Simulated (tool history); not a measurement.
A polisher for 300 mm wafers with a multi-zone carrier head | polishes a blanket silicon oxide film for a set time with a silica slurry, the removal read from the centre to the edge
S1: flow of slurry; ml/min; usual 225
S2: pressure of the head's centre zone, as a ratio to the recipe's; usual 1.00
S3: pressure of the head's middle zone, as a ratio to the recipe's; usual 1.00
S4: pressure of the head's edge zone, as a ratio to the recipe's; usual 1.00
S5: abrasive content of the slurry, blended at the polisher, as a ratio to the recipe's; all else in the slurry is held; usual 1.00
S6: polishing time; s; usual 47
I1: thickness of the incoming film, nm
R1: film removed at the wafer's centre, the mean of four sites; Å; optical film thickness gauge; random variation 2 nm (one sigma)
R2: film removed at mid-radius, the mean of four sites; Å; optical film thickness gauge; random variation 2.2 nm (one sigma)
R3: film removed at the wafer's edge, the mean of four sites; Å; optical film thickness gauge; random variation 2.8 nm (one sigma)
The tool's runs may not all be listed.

{"run": 1, "day": 0.0, "S1": 225, "S2": 1.0, "S3": 1.0, "S4": 1.0, "S5": 1.0, "S6": 47, "I1": 1542.0, "R1": 2049, "R2": 1766, "R3": 1878}
{"day": 1.075, "done": "centre zone pressure recalibrated"}
{"run": 2, "day": 4.417, "S1": 250, "S2": 1.0, "S3": 1.0, "S4": 1.0, "S5": 1.0, "S6": 47, "I1": 1546.3, "R1": 1939, "R2": 1844, "R3": 1927}
{"day": 4.875, "done": "worn pad replaced by a new one"}
{"run": 3, "day": 6.55, "S1": 250, "S2": 1.0, "S3": 1.0, "S4": 1.0, "S5": 1.0, "S6": 47, "I1": 1532.2, "R1": 1897, "R2": 1813, "R3": 1878}
{"run": 4, "day": 8.754, "S1": 250, "S2": 1.0, "S3": 1.0, "S4": 1.0, "S5": 1.0, "S6": 47, "I1": 1544.0, "R1": 1962, "R2": 1823, "R3": 1880}
{"run": 5, "day": 10.462, "S1": 225, "S2": 1.0, "S3": 1.0, "S4": 1.0, "S5": 1.0, "S6": 47, "I1": 1533.6, "R1": 1950, "R2": 1790, "R3": 1913}
{"day": 11.3, "done": "worn pad replaced by a new one"}
{"run": 6, "day": 13.833, "S1": 225, "S2": 1.0, "S3": 1.0, "S4": 1.0, "S5": 1.0, "S6": 47, "I1": 1518.6, "R1": 1972, "R2": 1806, "R3": 1888}
{"day": 14.083, "done": "edge zone pressure recalibrated"}
{"day": 17.567, "done": "carrier head's membrane replaced by a new one"}
{"day": 17.792, "done": "worn pad replaced by a new one"}
{"run": 7, "day": 18.221, "S1": 225, "S2": 1.0, "S3": 1.0, "S4": 1.0, "S5": 1.0, "S6": 47, "I1": 1527.3, "R1": 1965, "R2": 1852, "R3": 1918}
{"run": 8, "day": 20.671, "S1": 225, "S2": 1.0, "S3": 1.0, "S4": 1.0, "S5": 1.0, "S6": 47, "I1": 1549.9, "R1": 2011, "R2": 1827, "R3": 1875}
{"day": 21.0, "done": "slurry nozzle cleaned"}
{"run": 9, "day": 22.192, "S1": 255, "S2": 0.91, "S3": 1.11, "S4": 1.0, "S5": 1.0, "S6": 47, "I1": 1510.0, "R1": 1863, "R2": 2049, "R3": 1915}
{"run": 10, "day": 25.246, "S1": 225, "S2": 1.0, "S3": 0.9, "S4": 1.0, "S5": 1.0, "S6": 34, "I1": 1547.2, "R1": 1485, "R2": 1177, "R3": 1382}
{"day": 25.496, "done": "worn pad replaced by a new one"}
{"day": 26.883, "done": "centre zone pressure recalibrated"}
{"run": 11, "day": 27.838, "S1": 225, "S2": 0.93, "S3": 1.0, "S4": 1.0, "S5": 1.0, "S6": 32, "I1": 1538.9, "R1": 1184, "R2": 1226, "R3": 1295}
{"run": 12, "day": 31.0, "S1": 250, "S2": 1.0, "S3": 1.0, "S4": 0.91, "S5": 1.15, "S6": 47, "I1": 1525.0, "R1": 2019, "R2": 1953, "R3": 2004}
{"day": 32.771, "done": "worn pad replaced by a new one"}
{"run": 13, "day": 34.262, "S1": 165, "S2": 1.0, "S3": 1.1, "S4": 1.0, "S5": 1.0, "S6": 60, "I1": 1533.1, "R1": 2380, "R2": 2449, "R3": 2384}
{"run": 14, "day": 36.242, "S1": 200, "S2": 1.0, "S3": 0.91, "S4": 1.06, "S5": 1.2, "S6": 47, "I1": 1563.5, "R1": 2057, "R2": 1792, "R3": 2095}

What the log doesn't show, run by run:
removal rate lost through wear of the pad, %: 0 in every run
slurry flow missing at the pad, %: 0 in every run
deviation of the edge zone's pressure from its setpoint, %: 0 in every run
H1: deviation of the centre zone's pressure from its setpoint, %
run=1 H1=8.58
run=2 H1=1.84
run=3 H1=2.53
run=4 H1=3.25
run=5 H1=3.81
run=6 H1=4.91
run=7 H1=6.34
run=8 H1=7.14
run=9 H1=7.63
run=10 H1=8.63
run=11 H1=-0.115
run=12 H1=0.916
run=13 H1=1.98
run=14 H1=2.63

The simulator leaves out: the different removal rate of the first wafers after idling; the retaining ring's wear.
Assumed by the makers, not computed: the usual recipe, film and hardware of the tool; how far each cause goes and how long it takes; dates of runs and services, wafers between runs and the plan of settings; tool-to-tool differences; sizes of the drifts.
